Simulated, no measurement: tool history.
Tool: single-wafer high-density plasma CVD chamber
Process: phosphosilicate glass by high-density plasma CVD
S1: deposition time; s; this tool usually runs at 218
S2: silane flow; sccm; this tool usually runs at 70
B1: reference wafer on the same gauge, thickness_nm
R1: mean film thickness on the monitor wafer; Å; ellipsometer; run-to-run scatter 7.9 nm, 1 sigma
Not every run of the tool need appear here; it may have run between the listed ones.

| run | hour | S1 | S2 | B1 | R1 |
|---|---|---|---|---|---|
| 1 | 0.0 | 218 | 61 | 1827.685 | 13319.61 |
| 2 | 53.5 | 218 | 61 | 1828.302 | 13220.01 |
| 3 | 157.0 | 218 | 70 | 1828.472 | 14716.54 |
|  | 222.1 | gauge calibrated |
| 4 | 439.4 | 218 | 70 | 1831.433 | 14577.70 |
| 5 | 523.2 | 218 | 70 | 1828.772 | 14633.90 |
|  | 754.2 | silane flow controller replaced |
| 6 | 778.4 | 218 | 70 | 1831.553 | 15247.20 |
| 7 | 864.7 | 218 | 70 | 1829.496 | 15448.70 |
| 8 | 918.9 | 218 | 70 | 1826.437 | 15355.64 |
| 9 | 991.7 | 218 | 70 | 1828.630 | 15359.44 |
| 10 | 1089.4 | 246 | 70 | 1831.190 | 17507.04 |
| 11 | 1143.3 | 252 | 70 | 1835.108 | 17786.50 |
| 12 | 1203.2 | 218 | 70 | 1828.191 | 15371.20 |
| 13 | 1271.0 | 218 | 70 | 1833.472 | 15423.79 |
| 14 | 1341.1 | 246 | 70 | 1835.699 | 17279.98 |
| 15 | 1437.7 | 218 | 70 | 1829.138 | 15294.40 |
| 16 | 1506.0 | 179 | 81 | 1832.938 | 14206.93 |
| 17 | 1589.4 | 183 | 75 | 1829.586 | 13652.52 |
| 18 | 1641.7 | 257 | 56 | 1829.738 | 14994.52 |
| 19 | 1703.2 | 218 | 59 | 1830.867 | 13127.91 |
|  | 1730.2 | gauge calibrated |
| 20 | 1745.0 | 218 | 70 | 1827.108 | 15287.80 |
| 21 | 2017.9 | 244 | 61 | 1828.456 | 15199.22 |
| 22 | 2065.8 | 230 | 61 | 1828.443 | 14110.24 |
| 23 | 2119.2 | 182 | 70 | 1828.187 | 12687.36 |
| 24 | 2221.7 | 232 | 70 | 1831.036 | 16050.11 |
| 25 | 2297.5 | 196 | 60 | 1827.386 | 12034.15 |
| 26 | 2383.3 | 183 | 62 | 1830.699 | 11532.98 |

A few steps of R1 between consecutive runs. Split each: what settings, incoming material and random variation would produce without the hidden state, and what is left over for the hidden state, along with gauge scatter present in only one of the two compared results (measured, and without hidden state):
Hidden conditions of the tool in this case: delivered silane flow above the setpoint (%); gauge reads high (%).
Run 2 -> 3: S2 61 -> 70. R1 +1496.53 Å: hidden state -81.97, all else +1578.50.
Run 5 -> 6: silane flow controller replaced. R1 +613.30 Å: hidden state +746.86, all else -133.56.
Run 23 -> 24: S1 182 -> 232. R1 +3362.75 Å: hidden state -61.60, all else +3424.35.
Run 24 -> 25: S1 232 -> 196, S2 70 -> 60. R1 -4015.96 Å: hidden state +44.57, all else -4060.53.

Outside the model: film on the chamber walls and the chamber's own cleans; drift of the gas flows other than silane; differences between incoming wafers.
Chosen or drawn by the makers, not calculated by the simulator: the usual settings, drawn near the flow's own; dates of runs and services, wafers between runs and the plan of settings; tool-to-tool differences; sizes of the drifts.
